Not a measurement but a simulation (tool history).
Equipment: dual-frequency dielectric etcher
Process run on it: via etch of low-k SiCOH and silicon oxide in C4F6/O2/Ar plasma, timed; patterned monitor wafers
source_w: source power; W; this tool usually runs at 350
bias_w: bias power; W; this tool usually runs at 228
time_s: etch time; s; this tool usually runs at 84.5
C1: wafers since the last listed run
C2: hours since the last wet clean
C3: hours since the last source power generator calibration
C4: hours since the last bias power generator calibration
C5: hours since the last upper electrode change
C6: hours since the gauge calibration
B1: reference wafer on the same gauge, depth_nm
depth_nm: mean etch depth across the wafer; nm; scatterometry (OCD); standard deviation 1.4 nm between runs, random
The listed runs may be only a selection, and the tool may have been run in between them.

{"run": 1, "hour": 0.0, "source_w": 350, "bias_w": 211, "time_s": 84.5, "C1": 0, "C2": 69.7, "C3": 2157.7, "C4": 4153.4, "C5": 4639.4, "C6": 277.6, "B1": 294.9, "depth_nm": 251.5}
{"run": 2, "hour": 23.1, "source_w": 350, "bias_w": 228, "time_s": 84.5, "C1": 154, "C2": 92.8, "C3": 2180.8, "C4": 4176.5, "C5": 4662.5, "C6": 300.7, "B1": 295.1, "depth_nm": 260.8}
{"run": 3, "hour": 63.0, "source_w": 350, "bias_w": 228, "time_s": 84.5, "C1": 267, "C2": 132.7, "C3": 2220.7, "C4": 4216.4, "C5": 4702.4, "C6": 340.6, "B1": 294.9, "depth_nm": 263}
{"run": 4, "hour": 86.7, "source_w": 350, "bias_w": 228, "time_s": 84.5, "C1": 158, "C2": 156.4, "C3": 2244.4, "C4": 4240.1, "C5": 4726.1, "C6": 364.3, "B1": 295.6, "depth_nm": 260.4}
{"run": 5, "hour": 112.1, "source_w": 350, "bias_w": 228, "time_s": 84.5, "C1": 170, "C2": 181.8, "C3": 2269.8, "C4": 4265.5, "C5": 4751.5, "C6": 389.7, "B1": 295.4, "depth_nm": 264.4}
{"run": 6, "hour": 127.2, "source_w": 400, "bias_w": 244, "time_s": 84.5, "C1": 101, "C2": 196.9, "C3": 2284.9, "C4": 4280.6, "C5": 4766.6, "C6": 404.8, "B1": 294.6, "depth_nm": 285.2}
{"run": 7, "hour": 161.9, "source_w": 400, "bias_w": 244, "time_s": 84.5, "C1": 232, "C2": 231.6, "C3": 2319.6, "C4": 4315.3, "C5": 4801.3, "C6": 439.5, "B1": 295.5, "depth_nm": 285}
{"run": 8, "hour": 174.9, "source_w": 350, "bias_w": 188, "time_s": 84.5, "C1": 87, "C2": 244.6, "C3": 2332.6, "C4": 4328.3, "C5": 4814.3, "C6": 452.5, "B1": 294.9, "depth_nm": 246.8}
{"run": 9, "hour": 187.8, "source_w": 350, "bias_w": 188, "time_s": 84.5, "C1": 86, "C2": 257.5, "C3": 2345.5, "C4": 4341.2, "C5": 4827.2, "C6": 465.4, "B1": 295, "depth_nm": 243.6}
{"run": 10, "hour": 238.4, "source_w": 270, "bias_w": 192, "time_s": 69, "C1": 338, "C2": 308.1, "C3": 2396.1, "C4": 4391.8, "C5": 4877.8, "C6": 516, "B1": 294.2, "depth_nm": 190.2}
{"hour": 250.9, "done": "gauge calibrated"}
{"hour": 355.1, "done": "wet clean of the chamber"}
{"run": 11, "hour": 355.6, "source_w": 350, "bias_w": 228, "time_s": 74.5, "C1": 624, "C2": 0.5, "C3": 2513.3, "C4": 4509, "C5": 4995, "C6": 104.7, "B1": 294.6, "depth_nm": 231.1}
{"hour": 395.1, "done": "upper electrode replaced, of another model than before"}
{"hour": 424.6, "done": "source power generator calibrated"}
{"hour": 428.7, "done": "bias power generator calibrated"}
{"run": 12, "hour": 429.6, "source_w": 380, "bias_w": 204, "time_s": 102.5, "C1": 281, "C2": 74.5, "C3": 5, "C4": 0.9, "C5": 34.5, "C6": 178.7, "B1": 294.7, "depth_nm": 314.2}
{"run": 13, "hour": 451.2, "source_w": 350, "bias_w": 228, "time_s": 84.5, "C1": 144, "C2": 96.1, "C3": 26.6, "C4": 22.5, "C5": 56.1, "C6": 200.3, "B1": 294.5, "depth_nm": 261.1}
{"run": 14, "hour": 479.1, "source_w": 280, "bias_w": 190, "time_s": 110, "C1": 186, "C2": 124, "C3": 54.5, "C4": 50.4, "C5": 84, "C6": 228.2, "B1": 294.2, "depth_nm": 312.9}
{"run": 15, "hour": 504.2, "source_w": 350, "bias_w": 228, "time_s": 84.5, "C1": 168, "C2": 149.1, "C3": 79.6, "C4": 75.5, "C5": 109.1, "C6": 253.3, "B1": 295.1, "depth_nm": 266.8}
{"run": 16, "hour": 527.2, "source_w": 430, "bias_w": 256, "time_s": 108.5, "C1": 154, "C2": 172.1, "C3": 102.6, "C4": 98.5, "C5": 132.1, "C6": 276.3, "B1": 294.8, "depth_nm": 372.3}
{"run": 17, "hour": 552.4, "source_w": 350, "bias_w": 228, "time_s": 84.5, "C1": 168, "C2": 197.3, "C3": 127.8, "C4": 123.7, "C5": 157.3, "C6": 301.5, "B1": 295.4, "depth_nm": 268.9}
{"run": 18, "hour": 585.2, "source_w": 410, "bias_w": 272, "time_s": 95.5, "C1": 219, "C2": 230.1, "C3": 160.6, "C4": 156.5, "C5": 190.1, "C6": 334.3, "B1": 295.7, "depth_nm": 330.6}

Same runs, no hidden state in the tool, same run-to-run variation:
The tool's hidden condition here consists of: etch rate over this chamber's usual, %; source power that arrives over what is set, %; bias power that arrives over what is set, %; gauge reads high (%).
run=1 depth_nm=249.3
run=2 depth_nm=257.8
run=3 depth_nm=258.5
run=4 depth_nm=255.1
run=5 depth_nm=258.1
run=6 depth_nm=277.9
run=7 depth_nm=276.4
run=8 depth_nm=238.9
run=9 depth_nm=235.4
run=10 depth_nm=182.6
run=11 depth_nm=229.1
run=12 depth_nm=308.2
run=13 depth_nm=255.4
run=14 depth_nm=304.9
run=15 depth_nm=259.1
run=16 depth_nm=360.4
run=17 depth_nm=259.4
run=18 depth_nm=317.6
